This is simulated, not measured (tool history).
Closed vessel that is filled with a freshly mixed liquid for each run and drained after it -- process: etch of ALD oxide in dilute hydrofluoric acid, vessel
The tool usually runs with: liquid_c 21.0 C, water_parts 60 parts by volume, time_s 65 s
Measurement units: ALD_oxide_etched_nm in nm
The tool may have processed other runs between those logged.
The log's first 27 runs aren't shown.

run,day,liquid_c,water_parts,time_s,"read-back film thickness of the ALD oxide reference wafer, read on the same gauge (nm)",ALD_oxide_etched_nm
28,90.575,17.5,75,30,59.98,5.92
29,93.162,23.0,45,65,60.02,27.90
30,97.204,21.0,60,90,59.99,26.51
31,99.442,21.0,45,65,60.01,25.69
32,103.096,18.5,90,90,59.98,15.26
# day 104.071: thermometer replaced
# day 110.675: hydrofluoric acid flow meter replaced
33,112.538,21.0,60,65,59.99,18.07
34,115.158,25.5,60,105,60.00,35.27
35,118.675,21.0,60,65,60.02,18.33

Consider 3 possible next runs. They are alternatives, not a sequence: every one starts from the tool as it was left by run 35. What does each give?
A,118.704,21.0,60,65,?,?
B,118.704,21.0,60,85,?,?
C,118.704,18.0,60,50,?,?

run,"read-back film thickness of the ALD oxide reference wafer, read on the same gauge (nm)",ALD_oxide_etched_nm
A,60.00,18.33
B,60.00,23.97
C,60.00,12.43
With no hidden state in the tool, these same runs would have given:
run,ALD_oxide_etched_nm
A,17.96
B,23.49
C,12.17

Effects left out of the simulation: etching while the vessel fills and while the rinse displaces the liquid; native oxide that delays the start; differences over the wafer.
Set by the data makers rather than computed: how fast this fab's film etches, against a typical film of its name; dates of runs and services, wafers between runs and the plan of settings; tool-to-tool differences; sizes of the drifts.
